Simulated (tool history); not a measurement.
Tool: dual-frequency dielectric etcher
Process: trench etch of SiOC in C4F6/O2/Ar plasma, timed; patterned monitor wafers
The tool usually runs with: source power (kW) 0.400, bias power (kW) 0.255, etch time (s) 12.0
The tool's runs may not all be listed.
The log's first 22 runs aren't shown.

run   hour  source power (kW)  bias power (kW)  etch time (s)  read-back reference wafer on the same gauge, depth_nm  mean etch depth across the wafer (Å)
 23  724.6              0.400            0.255           12.0                                                  24.86                                 274.4
 24  753.8              0.460            0.255           12.0                                                  24.87                                 299.5
 25  779.0              0.400            0.255           12.0                                                  24.89                                 275.1
 26  807.9              0.400            0.310           12.0                                                  24.94                                 296.3
 27  843.0              0.400            0.317           12.0                                                  24.93                                 301.0
 28  863.6              0.470            0.255            9.5                                                  24.96                                 240.3
     904.1  -- wet clean of the chamber
 29  904.6              0.400            0.255           12.0                                                  24.97                                 276.5
 30  913.2              0.400            0.206           12.0                                                  24.97                                 254.8
 31  942.0              0.430            0.314           12.0                                                  25.01                                 313.5

Alternative continuations, all from the tool just after run 31; predict every row:
  A  942.4              0.400            0.255           12.0                                                      ?                                     ?
  B  942.4              0.330            0.301           12.0                                                      ?                                     ?
  C  942.4              0.400            0.255            9.0                                                      ?                                     ?

run  read-back reference wafer on the same gauge, depth_nm  mean etch depth across the wafer (Å)
  A                                                  24.98                                 277.7
  B                                                  24.98                                 261.3
  C                                                  24.98                                 208.3
With the hidden condition removed and each run's random variation left untouched, the same runs would have given:
run  mean etch depth across the wafer (Å)
  A                                 275.3
  B                                 259.0
  C                                 206.5

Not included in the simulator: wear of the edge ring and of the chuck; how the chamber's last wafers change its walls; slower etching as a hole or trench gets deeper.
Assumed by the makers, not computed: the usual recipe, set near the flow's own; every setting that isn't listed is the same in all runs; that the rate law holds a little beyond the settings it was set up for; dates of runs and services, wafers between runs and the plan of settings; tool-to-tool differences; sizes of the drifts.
